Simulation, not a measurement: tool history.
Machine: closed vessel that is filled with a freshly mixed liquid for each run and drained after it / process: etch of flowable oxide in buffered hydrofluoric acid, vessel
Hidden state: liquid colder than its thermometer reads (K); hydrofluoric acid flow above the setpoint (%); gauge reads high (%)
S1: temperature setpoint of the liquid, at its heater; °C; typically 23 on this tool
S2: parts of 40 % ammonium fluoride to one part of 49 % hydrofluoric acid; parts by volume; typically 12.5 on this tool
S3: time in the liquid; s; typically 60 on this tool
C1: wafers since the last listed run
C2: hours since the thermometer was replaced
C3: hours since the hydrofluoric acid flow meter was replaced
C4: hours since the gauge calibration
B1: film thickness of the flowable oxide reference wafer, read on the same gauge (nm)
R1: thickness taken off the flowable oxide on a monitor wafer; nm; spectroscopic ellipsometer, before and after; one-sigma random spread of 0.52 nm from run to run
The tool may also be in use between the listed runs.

| run | hour | S1 | S2 | S3 | C1 | C2 | C3 | C4 | B1 | R1 |
|---|---|---|---|---|---|---|---|---|---|---|
| 1 | 0 | 23 | 11 | 60 | 0 | 611.3 | 441.6 | 137.2 | 100.01 | 119.08 |
| 2 | 33.1 | 23 | 12.5 | 60 | 2986 | 644.4 | 474.7 | 170.3 | 100 | 104.91 |
| 3 | 47.1 | 23 | 12.5 | 60 | 1263 | 658.4 | 488.7 | 184.3 | 100 | 104.85 |
| 4 | 68.9 | 25.5 | 15.5 | 60 | 1966 | 680.2 | 510.5 | 206.1 | 100.01 | 97.03 |
| 5 | 84.3 | 25.5 | 15.5 | 60 | 1389 | 695.6 | 525.9 | 221.5 | 100.03 | 95.93 |
| 6 | 100.2 | 25.5 | 15.5 | 60 | 1434 | 711.5 | 541.8 | 237.4 | 99.97 | 97.25 |
| 7 | 125.2 | 23 | 12.5 | 60 | 2255 | 736.5 | 566.8 | 262.4 | 99.98 | 103.03 |
| 8 | 145.2 | 23 | 12.5 | 60 | 1804 | 756.5 | 586.8 | 282.4 | 100.03 | 103.91 |
| 9 | 181 | 23 | 12.5 | 60 | 3229 | 792.3 | 622.6 | 318.2 | 99.99 | 103.49 |
| 10 | 208.4 | 23 | 12.5 | 35 | 2471 | 819.7 | 650 | 345.6 | 99.98 | 60.45 |
| 11 | 241.3 | 26.5 | 12.5 | 60 | 2968 | 852.6 | 682.9 | 378.5 | 100.01 | 125.11 |
| 12 | 254.7 | 26.5 | 12.5 | 60 | 1208 | 866 | 696.3 | 391.9 | 99.98 | 125.81 |
| 13 | 267.1 | 26.5 | 12.5 | 60 | 1118 | 878.4 | 708.7 | 404.3 | 99.99 | 124.56 |
| 14 | 286.6 | 23 | 12.5 | 60 | 1759 | 897.9 | 728.2 | 423.8 | 100 | 103.67 |
| 15 | 307.3 | 23 | 14 | 60 | 1867 | 918.6 | 748.9 | 444.5 | 100.02 | 91.8 |
|  | 371.7 | thermometer replaced |
| 16 | 414.8 | 23 | 12.5 | 60 | 9608 | 43.1 | 856.4 | 552 | 99.99 | 98.8 |
| 17 | 449.2 | 20.5 | 10.5 | 90 | 3103 | 77.5 | 890.8 | 586.4 | 100 | 150.4 |
| 18 | 464.1 | 23 | 12.5 | 85 | 1344 | 92.4 | 905.7 | 601.3 | 100 | 138.9 |
|  | 467.6 | hydrofluoric acid flow meter replaced |
|  | 490.8 | thermometer replaced, repeated, since the last time left the tool worse |
| 19 | 493 | 26.5 | 12.5 | 60 | 2426 | 2.2 | 25.4 | 630.2 | 99.95 | 130.99 |
| 20 | 528.3 | 21 | 10 | 60 | 3184 | 37.5 | 60.7 | 665.5 | 99.99 | 120.63 |
| 21 | 556 | 23 | 12.5 | 75 | 2499 | 65.2 | 88.4 | 693.2 | 100.02 | 135.29 |
| 22 | 582.7 | 23 | 12.5 | 70 | 2408 | 91.9 | 115.1 | 719.9 | 100 | 126.2 |
| 23 | 605.5 | 20.5 | 16.5 | 60 | 2056 | 114.7 | 137.9 | 742.7 | 99.98 | 71.51 |
| 24 | 621 | 25 | 12.5 | 60 | 1398 | 130.2 | 153.4 | 758.2 | 100 | 120.55 |
|  | 624.1 | gauge calibrated |
| 25 | 656.8 | 23 | 17 | 60 | 3229 | 166 | 189.2 | 32.7 | 99.98 | 79.11 |
| 26 | 674.9 | 21.5 | 10 | 40 | 1632 | 184.1 | 207.3 | 50.8 | 100.01 | 81.57 |
| 27 | 705.4 | 25 | 10.5 | 85 | 2751 | 214.6 | 237.8 | 81.3 | 99.98 | 201.17 |
| 28 | 731 | 23 | 12.5 | 60 | 2309 | 240.2 | 263.4 | 106.9 | 99.99 | 107.41 |
| 29 | 761.8 | 23 | 12.5 | 60 | 2778 | 271 | 294.2 | 137.7 | 100 | 106.26 |
| 30 | 786.7 | 23 | 12.5 | 60 | 2246 | 295.9 | 319.1 | 162.6 | 100.02 | 106.47 |
| 31 | 820.3 | 27.5 | 12.5 | 80 | 3031 | 329.5 | 352.7 | 196.2 | 99.98 | 182.02 |
| 32 | 837.5 | 23 | 12.5 | 60 | 1551 | 346.7 | 369.9 | 213.4 | 100 | 106.53 |

The logged runs with the hidden state left out (each run's random variation unchanged):
| run | R1 |
|---|---|
| 1 | 124.16 |
| 2 | 109.63 |
| 3 | 109.7 |
| 4 | 101.56 |
| 5 | 100.52 |
| 6 | 102.01 |
| 7 | 108.32 |
| 8 | 109.37 |
| 9 | 109.17 |
| 10 | 63.87 |
| 11 | 132.32 |
| 12 | 133.13 |
| 13 | 131.95 |
| 14 | 110.09 |
| 15 | 97.59 |
| 16 | 110.17 |
| 17 | 168.38 |
| 18 | 155.4 |
| 19 | 132.12 |
| 20 | 121.98 |
| 21 | 137.01 |
| 22 | 128.02 |
| 23 | 72.68 |
| 24 | 122.6 |
| 25 | 80.65 |
| 26 | 83.26 |
| 27 | 205.58 |
| 28 | 109.98 |
| 29 | 109.04 |
| 30 | 109.43 |
| 31 | 187.25 |
| 32 | 109.8 |
